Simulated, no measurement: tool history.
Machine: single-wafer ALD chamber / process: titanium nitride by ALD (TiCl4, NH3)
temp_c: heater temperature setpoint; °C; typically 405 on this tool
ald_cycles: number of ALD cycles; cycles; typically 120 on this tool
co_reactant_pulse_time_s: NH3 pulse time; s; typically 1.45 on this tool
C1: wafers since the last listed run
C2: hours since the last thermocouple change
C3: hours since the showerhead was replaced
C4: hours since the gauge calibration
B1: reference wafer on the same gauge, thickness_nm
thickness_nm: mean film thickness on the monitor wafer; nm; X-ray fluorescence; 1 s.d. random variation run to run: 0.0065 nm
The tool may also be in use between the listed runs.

{"run": 1, "day": 0.0, "temp_c": 405, "ald_cycles": 120, "co_reactant_pulse_time_s": 1.45, "C1": 0, "C2": 766.0, "C3": 6215.5, "C4": 249.4, "B1": 2.625, "thickness_nm": 2.626}
{"run": 2, "day": 0.354, "temp_c": 405, "ald_cycles": 120, "co_reactant_pulse_time_s": 1.45, "C1": 23, "C2": 774.5, "C3": 6224.0, "C4": 257.9, "B1": 2.628, "thickness_nm": 2.633}
{"day": 0.638, "done": "gauge calibrated"}
{"run": 3, "day": 1.1, "temp_c": 405, "ald_cycles": 120, "co_reactant_pulse_time_s": 1.45, "C1": 49, "C2": 792.4, "C3": 6241.9, "C4": 11.1, "B1": 2.601, "thickness_nm": 2.595}
{"run": 4, "day": 2.425, "temp_c": 405, "ald_cycles": 120, "co_reactant_pulse_time_s": 1.45, "C1": 87, "C2": 824.2, "C3": 6273.7, "C4": 42.9, "B1": 2.606, "thickness_nm": 2.592}
{"run": 5, "day": 4.296, "temp_c": 405, "ald_cycles": 120, "co_reactant_pulse_time_s": 1.45, "C1": 123, "C2": 869.1, "C3": 6318.6, "C4": 87.8, "B1": 2.61, "thickness_nm": 2.608}
{"run": 6, "day": 4.6, "temp_c": 405, "ald_cycles": 120, "co_reactant_pulse_time_s": 1.45, "C1": 20, "C2": 876.4, "C3": 6325.9, "C4": 95.1, "B1": 2.612, "thickness_nm": 2.602}
{"run": 7, "day": 6.083, "temp_c": 405, "ald_cycles": 120, "co_reactant_pulse_time_s": 1.45, "C1": 97, "C2": 912.0, "C3": 6361.5, "C4": 130.7, "B1": 2.615, "thickness_nm": 2.614}
{"day": 6.558, "done": "thermocouple changed; heater temperature recalibrated"}
{"run": 8, "day": 6.804, "temp_c": 405, "ald_cycles": 120, "co_reactant_pulse_time_s": 1.45, "C1": 25, "C2": 5.9, "C3": 6378.8, "C4": 148.0, "B1": 2.617, "thickness_nm": 2.629}
{"run": 9, "day": 7.533, "temp_c": 405, "ald_cycles": 120, "co_reactant_pulse_time_s": 1.45, "C1": 48, "C2": 23.4, "C3": 6396.3, "C4": 165.5, "B1": 2.618, "thickness_nm": 2.618}
{"run": 10, "day": 8.1, "temp_c": 405, "ald_cycles": 120, "co_reactant_pulse_time_s": 1.45, "C1": 37, "C2": 37.0, "C3": 6409.9, "C4": 179.1, "B1": 2.618, "thickness_nm": 2.629}
{"run": 11, "day": 8.696, "temp_c": 405, "ald_cycles": 120, "co_reactant_pulse_time_s": 1.45, "C1": 39, "C2": 51.3, "C3": 6424.2, "C4": 193.4, "B1": 2.622, "thickness_nm": 2.623}
{"day": 9.471, "done": "showerhead replaced"}
{"run": 12, "day": 9.492, "temp_c": 405, "ald_cycles": 120, "co_reactant_pulse_time_s": 1.45, "C1": 30, "C2": 70.4, "C3": 0.5, "C4": 212.5, "B1": 2.623, "thickness_nm": 2.612}
{"run": 13, "day": 9.558, "temp_c": 405, "ald_cycles": 120, "co_reactant_pulse_time_s": 1.45, "C1": 4, "C2": 72.0, "C3": 2.1, "C4": 214.1, "B1": 2.623, "thickness_nm": 2.623}
{"run": 14, "day": 10.108, "temp_c": 405, "ald_cycles": 120, "co_reactant_pulse_time_s": 1.45, "C1": 36, "C2": 85.2, "C3": 15.3, "C4": 227.3, "B1": 2.624, "thickness_nm": 2.628}
{"run": 15, "day": 10.538, "temp_c": 405, "ald_cycles": 120, "co_reactant_pulse_time_s": 1.45, "C1": 28, "C2": 95.5, "C3": 25.6, "C4": 237.6, "B1": 2.625, "thickness_nm": 2.613}
{"day": 11.1, "done": "gauge calibrated"}
{"run": 16, "day": 11.212, "temp_c": 405, "ald_cycles": 141, "co_reactant_pulse_time_s": 1.73, "C1": 44, "C2": 111.7, "C3": 41.8, "C4": 2.7, "B1": 2.601, "thickness_nm": 3.09}
{"run": 17, "day": 11.729, "temp_c": 400, "ald_cycles": 120, "co_reactant_pulse_time_s": 1.45, "C1": 34, "C2": 124.1, "C3": 54.2, "C4": 15.1, "B1": 2.601, "thickness_nm": 2.602}
{"run": 18, "day": 12.383, "temp_c": 397, "ald_cycles": 132, "co_reactant_pulse_time_s": 1.17, "C1": 43, "C2": 139.8, "C3": 69.9, "C4": 30.8, "B1": 2.602, "thickness_nm": 2.789}
{"run": 19, "day": 12.904, "temp_c": 405, "ald_cycles": 120, "co_reactant_pulse_time_s": 2.02, "C1": 34, "C2": 152.3, "C3": 82.4, "C4": 43.3, "B1": 2.604, "thickness_nm": 2.655}
{"run": 20, "day": 13.612, "temp_c": 414, "ald_cycles": 120, "co_reactant_pulse_time_s": 0.92, "C1": 46, "C2": 169.3, "C3": 99.4, "C4": 60.3, "B1": 2.607, "thickness_nm": 2.482}
{"run": 21, "day": 14.192, "temp_c": 405, "ald_cycles": 120, "co_reactant_pulse_time_s": 1.45, "C1": 38, "C2": 183.2, "C3": 113.3, "C4": 74.2, "B1": 2.606, "thickness_nm": 2.612}
{"run": 22, "day": 14.888, "temp_c": 416, "ald_cycles": 99, "co_reactant_pulse_time_s": 1.45, "C1": 45, "C2": 199.9, "C3": 130.0, "C4": 90.9, "B1": 2.609, "thickness_nm": 2.161}
{"run": 23, "day": 15.462, "temp_c": 397, "ald_cycles": 131, "co_reactant_pulse_time_s": 1.45, "C1": 37, "C2": 213.7, "C3": 143.8, "C4": 104.7, "B1": 2.61, "thickness_nm": 2.836}
{"run": 24, "day": 15.883, "temp_c": 405, "ald_cycles": 142, "co_reactant_pulse_time_s": 1.45, "C1": 27, "C2": 223.8, "C3": 153.9, "C4": 114.8, "B1": 2.611, "thickness_nm": 3.093}
{"run": 25, "day": 16.275, "temp_c": 409, "ald_cycles": 120, "co_reactant_pulse_time_s": 1.25, "C1": 25, "C2": 233.2, "C3": 163.3, "C4": 124.2, "B1": 2.612, "thickness_nm": 2.57}
{"run": 26, "day": 16.629, "temp_c": 405, "ald_cycles": 120, "co_reactant_pulse_time_s": 1.45, "C1": 23, "C2": 241.7, "C3": 171.8, "C4": 132.7, "B1": 2.613, "thickness_nm": 2.613}
{"run": 27, "day": 17.196, "temp_c": 405, "ald_cycles": 134, "co_reactant_pulse_time_s": 1.3, "C1": 37, "C2": 255.3, "C3": 185.4, "C4": 146.3, "B1": 2.615, "thickness_nm": 2.887}
{"run": 28, "day": 17.583, "temp_c": 393, "ald_cycles": 134, "co_reactant_pulse_time_s": 0.99, "C1": 25, "C2": 264.6, "C3": 194.7, "C4": 155.6, "B1": 2.616, "thickness_nm": 2.751}
{"run": 29, "day": 17.933, "temp_c": 405, "ald_cycles": 120, "co_reactant_pulse_time_s": 1.45, "C1": 23, "C2": 273.0, "C3": 203.1, "C4": 164.0, "B1": 2.618, "thickness_nm": 2.624}

4 options for the next run, each taken on its own from the tool as it stands now. Forecast them:
{"run": "A", "day": 17.958, "temp_c": 405, "ald_cycles": 120, "co_reactant_pulse_time_s": 1.45, "C1": 1, "C2": 273.6, "C3": 203.7, "C4": 164.6, "B1": "?", "thickness_nm": "?"}
{"run": "B", "day": 17.958, "temp_c": 393, "ald_cycles": 99, "co_reactant_pulse_time_s": 0.98, "C1": 1, "C2": 273.6, "C3": 203.7, "C4": 164.6, "B1": "?", "thickness_nm": "?"}
{"run": "C", "day": 17.958, "temp_c": 405, "ald_cycles": 99, "co_reactant_pulse_time_s": 1.71, "C1": 1, "C2": 273.6, "C3": 203.7, "C4": 164.6, "B1": "?", "thickness_nm": "?"}
{"run": "D", "day": 17.958, "temp_c": 405, "ald_cycles": 130, "co_reactant_pulse_time_s": 1.21, "C1": 1, "C2": 273.6, "C3": 203.7, "C4": 164.6, "B1": "?", "thickness_nm": "?"}

run=A B1=2.617 thickness_nm=2.619
run=B B1=2.617 thickness_nm=2.028
run=C B1=2.617 thickness_nm=2.184
run=D B1=2.617 thickness_nm=2.791
With no hidden state in the tool, these same runs would have given:
run=A thickness_nm=2.602
run=B thickness_nm=2.015
run=C thickness_nm=2.170
run=D thickness_nm=2.774
